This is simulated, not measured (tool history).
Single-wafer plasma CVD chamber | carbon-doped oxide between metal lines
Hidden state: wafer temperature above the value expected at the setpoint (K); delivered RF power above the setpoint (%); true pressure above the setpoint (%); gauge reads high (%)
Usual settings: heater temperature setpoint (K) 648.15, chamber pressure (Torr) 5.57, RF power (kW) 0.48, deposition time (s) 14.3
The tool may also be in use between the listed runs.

run	hour	heater temperature setpoint (K)	chamber pressure (Torr)	RF power (kW)	deposition time (s)	wafers since the last listed run	hours since the last thermocouple change	hours since the last RF generator calibration	hours since the last manometer calibration	hours since the showerhead was replaced	hours since the gauge calibration	read-back reference wafer on the same gauge, thickness_nm	mean film thickness on the monitor wafer (Å)
1	0	648.15	5.57	0.48	14.3	0	2556.5	1597.6	1273.3	7455.4	190.2	72.567	684.21
2	14.9	648.15	5.57	0.48	14.3	411	2571.4	1612.5	1288.2	7470.3	205.1	72.547	682.72
3	66.7	648.15	5.57	0.48	14.3	1431	2623.2	1664.3	1340	7522.1	256.9	72.618	682.19
4	76.7	648.15	5.57	0.48	14.3	276	2633.2	1674.3	1350	7532.1	266.9	72.615	681.36
5	94.1	648.15	5.57	0.48	14.3	480	2650.6	1691.7	1367.4	7549.5	284.3	72.614	679.52
# hour 103.7: RF generator calibrated
6	104.2	648.15	5.57	0.48	14.3	58	2660.7	0.5	1377.5	7559.6	294.4	72.603	731.18
7	111	648.15	5.57	0.48	14.3	187	2667.5	7.3	1384.3	7566.4	301.2	72.608	730.1
# hour 122.1: thermocouple changed; heater temperature recalibrated
8	122.6	648.15	5.57	0.48	14.3	99	0.5	18.9	1395.9	7578	312.8	72.633	725.92
9	133.8	648.15	5.57	0.48	14.3	309	11.7	30.1	1407.1	7589.2	324	72.637	729.07
10	143.2	648.15	5.57	0.48	14.3	259	21.1	39.5	1416.5	7598.6	333.4	72.567	729.67
11	154.6	648.15	5.57	0.48	13.2	315	32.5	50.9	1427.9	7610	344.8	72.586	669.75
12	162.7	648.15	5.57	0.48	14.3	223	40.6	59	1436	7618.1	352.9	72.531	729.33
13	177.5	648.15	6.68	0.39	11.8	408	55.4	73.8	1450.8	7632.9	367.7	72.583	516.86
14	186	641.15	5.57	0.57	14.3	234	63.9	82.3	1459.3	7641.4	376.2	72.58	824.51
# hour 210.8: gauge calibrated
# hour 216.1: showerhead replaced, of another model than before
15	221.2	637.15	5.17	0.52	16.9	751	99.1	117.5	1494.5	5.1	10.4	72.618	910.69
16	235.9	648.15	5.57	0.48	14.3	406	113.8	132.2	1509.2	19.8	25.1	72.599	721.07
# hour 251.6: capacitance manometer re-zeroed and calibrated
17	252.1	662.15	5.57	0.565	14.3	226	130	148.4	0.5	36	41.3	72.668	807.9
18	266.8	660.15	6.52	0.455	15.4	406	144.7	163.1	15.2	50.7	56	72.55	737.02
19	273.7	648.15	6.89	0.48	14.3	190	151.6	170	22.1	57.6	62.9	72.577	741.94
20	325.5	661.15	6.49	0.435	15.9	1431	203.4	221.8	73.9	109.4	114.7	72.535	715.68
21	334.2	648.15	5.57	0.48	14.3	240	212.1	230.5	82.6	118.1	123.4	72.615	715.42

The tool's hidden state at each run:
wafer temperature above the value expected at the setpoint (K): 0 in every run
true pressure above the setpoint (%): 0 in every run
gauge reads high (%): 0 in every run
H1: delivered RF power above the setpoint (%)
run	H1
1	-8.84
2	-8.85
3	-8.91
4	-8.92
5	-8.94
6	-0.384
7	-0.47
8	-0.615
9	-0.753
10	-0.867
11	-1
12	-1.1
13	-1.27
14	-1.37
15	-1.75
16	-1.91
17	-2.07
18	-2.22
19	-2.29
20	-2.78
21	-2.86
